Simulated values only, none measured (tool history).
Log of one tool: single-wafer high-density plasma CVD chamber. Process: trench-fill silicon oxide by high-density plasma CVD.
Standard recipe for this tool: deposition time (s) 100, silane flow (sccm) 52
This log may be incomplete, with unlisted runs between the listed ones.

| run | day | deposition time (s) | silane flow (sccm) | wafers since the last listed run | hours since the silane flow controller was replaced | hours since the gauge calibration | read-back reference wafer on the same gauge, thickness_nm | mean film thickness on the monitor wafer (angstrom) |
|---|---|---|---|---|---|---|---|---|
| 1 | 0 | 100 | 45 | 0 | 3020.8 | 72.2 | 477.833 | 4310.05 |
| 2 | 1.408 | 100 | 45 | 297 | 3054.6 | 106 | 477.972 | 4356.75 |
| 3 | 2.067 | 100 | 58 | 139 | 3070.4 | 121.8 | 477.999 | 5322.93 |
| 4 | 2.95 | 100 | 52 | 186 | 3091.6 | 143 | 478.334 | 4864.34 |
| 5 | 4.796 | 100 | 52 | 390 | 3135.9 | 187.3 | 478.08 | 4868.87 |
| 6 | 6.058 | 100 | 52 | 267 | 3166.2 | 217.6 | 477.385 | 4852.21 |
|  | 6.817 | gauge calibrated |
| 7 | 6.971 | 100 | 52 | 193 | 3188.1 | 3.7 | 478.116 | 4891.42 |
| 8 | 10.708 | 92 | 45 | 790 | 3277.8 | 93.4 | 478.228 | 3996.37 |
| 9 | 11.971 | 95 | 59 | 267 | 3308.1 | 123.7 | 478.165 | 5102.71 |
|  | 12.329 | silane flow controller replaced |
| 10 | 13.254 | 100 | 52 | 200 | 22.2 | 154.5 | 477.969 | 4889.89 |
| 11 | 14.592 | 94 | 57 | 282 | 54.3 | 186.6 | 478.065 | 4931.71 |
| 12 | 15.25 | 100 | 52 | 139 | 70.1 | 202.4 | 477.827 | 4877.16 |
| 13 | 16.117 | 119 | 47 | 183 | 90.9 | 223.2 | 478.131 | 5348.3 |
| 14 | 16.633 | 94 | 57 | 109 | 103.3 | 235.6 | 477.974 | 4915.03 |
| 15 | 17.971 | 112 | 52 | 282 | 135.4 | 267.7 | 477.385 | 5469.25 |

Exercise: give the hidden state of the tool at every run:
delivered silane flow above the setpoint (%): 0 in every run
gauge reads high (%): 0 in every run

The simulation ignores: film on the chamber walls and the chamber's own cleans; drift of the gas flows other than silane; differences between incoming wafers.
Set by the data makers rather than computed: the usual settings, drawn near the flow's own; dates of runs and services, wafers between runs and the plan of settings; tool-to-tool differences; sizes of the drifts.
